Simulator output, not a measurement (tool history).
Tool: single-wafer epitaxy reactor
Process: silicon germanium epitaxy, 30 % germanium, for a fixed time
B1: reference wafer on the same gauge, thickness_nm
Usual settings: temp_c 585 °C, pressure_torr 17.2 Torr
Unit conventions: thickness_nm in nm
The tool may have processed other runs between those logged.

Run 1, hour 0.0: usual settings; B1 37.372. Result: thickness_nm 43.097 nm.
Run 2, hour 72.2: usual settings; B1 37.433. Result: thickness_nm 42.983 nm.
Run 3, hour 127.2: usual settings; B1 37.386. Result: thickness_nm 43.067 nm.
Run 4, hour 168.4: usual settings but temp_c 593 °C; B1 37.361. Result: thickness_nm 49.592 nm.
Run 5, hour 226.1: usual settings but temp_c 593 °C; B1 37.414. Result: thickness_nm 49.031 nm.
Run 6, hour 275.0: usual settings; B1 37.402. Result: thickness_nm 43.084 nm.
Run 7, hour 301.3: usual settings; B1 37.364. Result: thickness_nm 43.172 nm.
At hour 347.1: showerhead replaced, of another model than before.
Run 8, hour 357.3: usual settings; B1 37.396. Result: thickness_nm 43.290 nm.
Run 9, hour 382.0: usual settings but pressure_torr 14.3 Torr; B1 37.368. Result: thickness_nm 42.507 nm.
At hour 386.6: gauge calibrated.
At hour 397.0: pyrometer calibrated.
Run 10, hour 451.7: usual settings but temp_c 578 °C; B1 37.390. Result: thickness_nm 34.621 nm.
Run 11, hour 505.5: usual settings but temp_c 594 °C, pressure_torr 15.1 Torr; B1 37.411. Result: thickness_nm 44.670 nm.
Run 12, hour 565.0: usual settings but pressure_torr 13.2 Torr; B1 37.389. Result: thickness_nm 38.623 nm.
At hour 626.5: capacitance manometer re-zeroed and calibrated.
Run 13, hour 636.7: usual settings; B1 37.346. Result: thickness_nm 39.401 nm.
Run 14, hour 683.9: usual settings; B1 37.403. Result: thickness_nm 40.115 nm.
Run 15, hour 724.7: usual settings but temp_c 581 °C, pressure_torr 18.7 Torr; B1 37.356. Result: thickness_nm 37.681 nm.
Run 16, hour 750.3: usual settings but temp_c 576 °C; B1 37.459. Result: thickness_nm 34.508 nm.
Run 17, hour 810.5: usual settings but pressure_torr 21.1 Torr; B1 37.400. Result: thickness_nm 41.271 nm.
Run 18, hour 857.6: usual settings but temp_c 571 °C; B1 37.403. Result: thickness_nm 31.628 nm.
Run 19, hour 914.1: usual settings; B1 37.463. Result: thickness_nm 41.124 nm.

How would selected steps in thickness_nm from run to run divide? Give the signed amount a tool lacking its hidden state would still show from settings, what came in and random variation, and the signed amount left for the hidden state, including any gauge scatter that is not in both of the compared results.
Hidden state present: wafer temperature above the value expected at the setpoint (K); true pressure above the setpoint (%); gauge reads high (%).
Run 9 -> 10: temp_c 585 -> 578, pressure_torr 14.3 -> 17.2, gauge calibrated, pyrometer calibrated. thickness_nm -7.886 nm: hidden state -4.196, all else -3.690.
Run 10 -> 11: temp_c 578 -> 594, pressure_torr 17.2 -> 15.1. thickness_nm +10.049 nm: hidden state +0.185, all else +9.864.

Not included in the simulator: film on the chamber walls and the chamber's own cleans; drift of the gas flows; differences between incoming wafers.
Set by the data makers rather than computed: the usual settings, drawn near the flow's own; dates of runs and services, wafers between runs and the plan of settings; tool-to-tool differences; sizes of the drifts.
